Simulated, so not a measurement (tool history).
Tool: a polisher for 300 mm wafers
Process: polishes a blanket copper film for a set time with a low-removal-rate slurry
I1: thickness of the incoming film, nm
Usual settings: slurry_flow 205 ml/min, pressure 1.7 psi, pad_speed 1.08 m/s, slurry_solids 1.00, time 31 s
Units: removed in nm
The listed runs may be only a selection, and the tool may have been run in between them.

run 1 hour=0.0 | slurry_flow=185 pressure=2.0 pad_speed=1.08 slurry_solids=1.00 time=31 | I1=1365.6 | removed=67.5
-- hour=31.4 head pressure recalibrated
run 2 hour=52.7 | slurry_flow=205 pressure=1.7 pad_speed=1.18 slurry_solids=1.00 time=31 | I1=1355.6 | removed=62.6
-- hour=68.7 slurry blender recalibrated
run 3 hour=115.2 | slurry_flow=205 pressure=1.7 pad_speed=1.08 slurry_solids=1.00 time=31 | I1=1350.4 | removed=58.7
run 4 hour=209.0 | slurry_flow=205 pressure=1.5 pad_speed=1.08 slurry_solids=1.00 time=31 | I1=1374.8 | removed=51.9
-- hour=465.9 worn pad replaced by a new one
run 5 hour=478.0 | slurry_flow=205 pressure=1.5 pad_speed=1.08 slurry_solids=1.00 time=31 | I1=1380.5 | removed=51.9
run 6 hour=532.5 | slurry_flow=205 pressure=1.9 pad_speed=1.08 slurry_solids=1.00 time=36 | I1=1382.3 | removed=75.7
run 7 hour=570.4 | slurry_flow=205 pressure=1.1 pad_speed=1.08 slurry_solids=0.80 time=31 | I1=1362.4 | removed=35.9
run 8 hour=627.2 | slurry_flow=205 pressure=1.7 pad_speed=0.84 slurry_solids=0.70 time=21 | I1=1372.1 | removed=28.2
-- hour=815.5 slurry nozzle cleaned
run 9 hour=926.7 | slurry_flow=205 pressure=1.5 pad_speed=1.08 slurry_solids=0.70 time=36 | I1=1339.5 | removed=53.8
-- hour=930.4 slurry blender recalibrated
run 10 hour=963.3 | slurry_flow=165 pressure=2.2 pad_speed=1.08 slurry_solids=0.70 time=37 | I1=1362.0 | removed=82.0
run 11 hour=1036.2 | slurry_flow=205 pressure=1.1 pad_speed=1.08 slurry_solids=1.15 time=31 | I1=1330.9 | removed=39.4
run 12 hour=1093.5 | slurry_flow=205 pressure=1.7 pad_speed=0.76 slurry_solids=1.00 time=31 | I1=1352.9 | removed=41.3
run 13 hour=1167.4 | slurry_flow=205 pressure=1.7 pad_speed=1.36 slurry_solids=0.75 time=31 | I1=1352.5 | removed=70.1
run 14 hour=1233.2 | slurry_flow=140 pressure=1.7 pad_speed=0.70 slurry_solids=1.10 time=21 | I1=1352.3 | removed=25.4
-- hour=1242.9 head pressure recalibrated
-- hour=1370.5 worn pad replaced by a new one
run 15 hour=1522.9 | slurry_flow=160 pressure=1.7 pad_speed=1.44 slurry_solids=1.00 time=31 | I1=1360.4 | removed=75.2
run 16 hour=1606.4 | slurry_flow=245 pressure=1.5 pad_speed=0.72 slurry_solids=1.00 time=24 | I1=1363.4 | removed=26.9
-- hour=1658.2 slurry nozzle cleaned
run 17 hour=1710.9 | slurry_flow=235 pressure=1.7 pad_speed=1.08 slurry_solids=1.00 time=24 | I1=1366.9 | removed=45.4
run 18 hour=1767.5 | slurry_flow=185 pressure=2.1 pad_speed=1.28 slurry_solids=1.00 time=22 | I1=1371.5 | removed=59.1
-- hour=1784.0 slurry blender recalibrated
run 19 hour=1857.0 | slurry_flow=205 pressure=1.1 pad_speed=1.08 slurry_solids=1.00 time=31 | I1=1338.6 | removed=38.0
run 20 hour=1933.8 | slurry_flow=205 pressure=1.7 pad_speed=1.08 slurry_solids=1.00 time=31 | I1=1338.4 | removed=59.8
run 21 hour=1980.2 | slurry_flow=150 pressure=1.4 pad_speed=0.80 slurry_solids=1.10 time=31 | I1=1365.3 | removed=35.6
run 22 hour=2059.5 | slurry_flow=165 pressure=1.7 pad_speed=0.74 slurry_solids=1.25 time=37 | I1=1376.5 | removed=49.8
run 23 hour=2157.7 | slurry_flow=205 pressure=1.7 pad_speed=1.08 slurry_solids=1.00 time=31 | I1=1332.6 | removed=58.9
-- hour=2245.1 worn pad replaced by a new one
run 24 hour=2246.2 | slurry_flow=205 pressure=1.7 pad_speed=1.08 slurry_solids=1.00 time=31 | I1=1362.9 | removed=57.7
run 25 hour=2303.8 | slurry_flow=205 pressure=1.7 pad_speed=1.08 slurry_solids=1.00 time=31 | I1=1344.4 | removed=58.7
run 26 hour=2342.0 | slurry_flow=205 pressure=1.7 pad_speed=1.08 slurry_solids=1.00 time=31 | I1=1347.5 | removed=57.9
run 27 hour=2387.6 | slurry_flow=205 pressure=1.7 pad_speed=1.08 slurry_solids=1.00 time=28 | I1=1374.1 | removed=52.8
-- hour=2448.6 slurry nozzle cleaned
run 28 hour=2456.6 | slurry_flow=205 pressure=1.7 pad_speed=0.88 slurry_solids=1.00 time=31 | I1=1374.7 | removed=47.6
-- hour=2527.2 head pressure recalibrated
run 29 hour=2552.2 | slurry_flow=205 pressure=1.7 pad_speed=1.18 slurry_solids=0.80 time=31 | I1=1386.2 | removed=59.5
run 30 hour=2608.0 | slurry_flow=205 pressure=1.7 pad_speed=1.08 slurry_solids=1.00 time=42 | I1=1363.2 | removed=77.6
-- hour=2624.9 slurry blender recalibrated
run 31 hour=2646.2 | slurry_flow=205 pressure=1.7 pad_speed=1.36 slurry_solids=1.00 time=31 | I1=1352.5 | removed=74.8

Alternative continuations, all from the tool just after run 31; predict every row:
run A hour=2646.6 | slurry_flow=205 pressure=2.0 pad_speed=1.08 slurry_solids=1.00 time=31 | I1=1349.0 | removed=?
run B hour=2646.6 | slurry_flow=205 pressure=1.7 pad_speed=1.08 slurry_solids=1.15 time=31 | I1=1349.0 | removed=?
run C hour=2646.6 | slurry_flow=205 pressure=1.7 pad_speed=0.78 slurry_solids=1.00 time=37 | I1=1349.0 | removed=?

run=A removed=69.1
run=B removed=60.8
run=C removed=50.7
What these runs would have given with no unlogged condition in the tool:
run=A removed=69.4
run=B removed=61.0
run=C removed=50.8
